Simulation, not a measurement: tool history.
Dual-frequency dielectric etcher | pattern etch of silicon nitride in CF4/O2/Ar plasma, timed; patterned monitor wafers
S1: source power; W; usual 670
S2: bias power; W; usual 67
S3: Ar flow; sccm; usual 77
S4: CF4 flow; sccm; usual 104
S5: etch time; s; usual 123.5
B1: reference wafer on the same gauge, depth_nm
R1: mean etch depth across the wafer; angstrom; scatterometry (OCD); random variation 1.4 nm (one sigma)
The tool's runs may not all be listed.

| run | hour | S1 | S2 | S3 | S4 | S5 | B1 | R1 |
|---|---|---|---|---|---|---|---|---|
| 1 | 0 | 550 | 67 | 77 | 104 | 123.5 | 401.1 | 2736 |
| 2 | 60.3 | 670 | 77 | 94 | 104 | 123.5 | 401.1 | 3363 |
| 3 | 102.2 | 670 | 67 | 62 | 128 | 152.5 | 400.8 | 4188 |
| 4 | 134.1 | 800 | 67 | 67 | 104 | 91.5 | 400.9 | 2877 |
|  | 176.6 | bias power generator calibrated |
| 5 | 182.3 | 670 | 67 | 61 | 104 | 123.5 | 401 | 3340 |
|  | 187.4 | gauge calibrated |
|  | 191.8 | source power generator calibrated |
| 6 | 234.3 | 670 | 67 | 77 | 104 | 123.5 | 400.9 | 3339 |
| 7 | 260.2 | 670 | 67 | 87 | 83 | 123.5 | 400.7 | 3254 |
|  | 300.8 | wet clean of the chamber |
| 8 | 301.3 | 670 | 67 | 77 | 104 | 123.5 | 400.9 | 3354 |
| 9 | 342.6 | 670 | 80 | 77 | 104 | 123.5 | 401.1 | 3583 |
| 10 | 397.8 | 760 | 82 | 67 | 83 | 123.5 | 400.9 | 4076 |
| 11 | 447.6 | 670 | 67 | 95 | 122 | 123.5 | 401.2 | 3279 |
| 12 | 489 | 820 | 67 | 77 | 97 | 123.5 | 400.4 | 3952 |
| 13 | 523.5 | 550 | 67 | 77 | 104 | 149 | 401 | 3365 |
| 14 | 561.7 | 670 | 67 | 77 | 104 | 123.5 | 400.9 | 3343 |
| 15 | 613.6 | 670 | 67 | 77 | 104 | 123.5 | 400.9 | 3312 |
| 16 | 677.3 | 510 | 67 | 77 | 104 | 123.5 | 401.1 | 2589 |
|  | 714.5 | wet clean of the chamber |
| 17 | 715 | 670 | 67 | 77 | 104 | 123.5 | 400.9 | 3298 |
| 18 | 749.8 | 670 | 53 | 77 | 118 | 123.5 | 400.6 | 3049 |
| 19 | 789.4 | 670 | 67 | 77 | 104 | 123.5 | 400.8 | 3304 |
| 20 | 822.6 | 820 | 67 | 84 | 104 | 123.5 | 401.1 | 3944 |
| 21 | 866.7 | 670 | 67 | 77 | 104 | 123.5 | 401.4 | 3307 |

4 ways to go on from here, each from the tool as it stands after run 21. What would each give?
| A | 867.2 | 670 | 67 | 77 | 104 | 123.5 | ? | ? |
| B | 867.2 | 670 | 67 | 77 | 104 | 136 | ? | ? |
| C | 867.2 | 670 | 67 | 77 | 81 | 91 | ? | ? |
| D | 867.2 | 670 | 67 | 77 | 104 | 104 | ? | ? |

| run | B1 | R1 |
|---|---|---|
| A | 401.1 | 3295 |
| B | 401.1 | 3628 |
| C | 401.1 | 2388 |
| D | 401.1 | 2774 |
Without the tool's hidden state the same runs would have given:
| run | R1 |
|---|---|
| A | 3353 |
| B | 3693 |
| C | 2431 |
| D | 2824 |
